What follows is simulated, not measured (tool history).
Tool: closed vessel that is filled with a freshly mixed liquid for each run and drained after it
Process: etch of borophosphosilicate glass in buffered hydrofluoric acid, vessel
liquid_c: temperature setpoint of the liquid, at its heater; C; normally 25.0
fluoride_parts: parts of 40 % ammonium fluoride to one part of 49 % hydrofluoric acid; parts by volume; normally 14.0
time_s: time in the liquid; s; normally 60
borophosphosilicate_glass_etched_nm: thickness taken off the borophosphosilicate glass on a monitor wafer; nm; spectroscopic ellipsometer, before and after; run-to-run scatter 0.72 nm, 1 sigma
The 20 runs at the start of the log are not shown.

run   hour  liquid_c  fluoride_parts  time_s  wafers since the last listed run  hours since the thermometer was replaced  hours since the hydrofluoric acid flow meter was replaced  hours since the gauge calibration  read-back film thickness of the borophosphosilicate glass reference wafer, read on the same gauge (nm)  borophosphosilicate_glass_etched_nm
     527.2  -- hydrofluoric acid flow meter replaced
 21  546.7      25.0            14.0      30                              1830                                     377.2                                                       19.5                              378.7                                                                                                  140.00                                53.18
 22  578.5      20.0            10.5      85                              2014                                     409.0                                                       51.3                              410.5                                                                                                  140.01                               155.31
 23  595.2      25.0            14.0      75                              1058                                     425.7                                                       68.0                              427.2                                                                                                  140.01                               134.94
 24  608.4      22.5            14.0      45                               836                                     438.9                                                       81.2                              440.4                                                                                                  140.01                                70.31
 25  680.5      25.0            14.0      60                              4567                                     511.0                                                      153.3                              512.5                                                                                                  140.02                               108.81
 26  712.2      25.0            14.0      60                              2008                                     542.7                                                      185.0                              544.2                                                                                                  140.00                               107.28
 27  729.2      22.5             8.5      70                              1077                                     559.7                                                      202.0                              561.2                                                                                                  140.03                               176.02
 28  745.1      28.5            14.0      60                              1007                                     575.6                                                      217.9                              577.1                                                                                                  139.99                               129.74
 29  771.9      25.0            10.0      60                              1697                                     602.4                                                      244.7                              603.9                                                                                                  139.99                               151.02
 30  785.6      25.0            14.0      60                               867                                     616.1                                                      258.4                              617.6                                                                                                  140.00                               108.78
 31  815.3      26.5            11.0      60                              1881                                     645.8                                                      288.1                              647.3                                                                                                  140.02                               149.63

Consider 4 possible next runs. They are alternatives, not a sequence: every one starts from the tool as it was left by run 31. What does each give?
  A  816.0      25.0            14.0      95                                44                                     646.5                                                      288.8                              648.0                                                                                                       ?                                    ?
  B  816.0      25.0            12.5      60                                44                                     646.5                                                      288.8                              648.0                                                                                                       ?                                    ?
  C  816.0      25.0             9.0      75                                44                                     646.5                                                      288.8                              648.0                                                                                                       ?                                    ?
  D  816.0      29.0            18.5      60                                44                                     646.5                                                      288.8                              648.0                                                                                                       ?                                    ?

run  read-back film thickness of the borophosphosilicate glass reference wafer, read on the same gauge (nm)  borophosphosilicate_glass_etched_nm
  A                                                                                                  140.00                               173.27
  B                                                                                                  140.00                               122.35
  C                                                                                                  140.00                               203.59
  D                                                                                                  140.00                               102.73
With no hidden state in the tool, these same runs would have given:
run  borophosphosilicate_glass_etched_nm
  A                               166.00
  B                               117.22
  C                               195.08
  D                                98.51
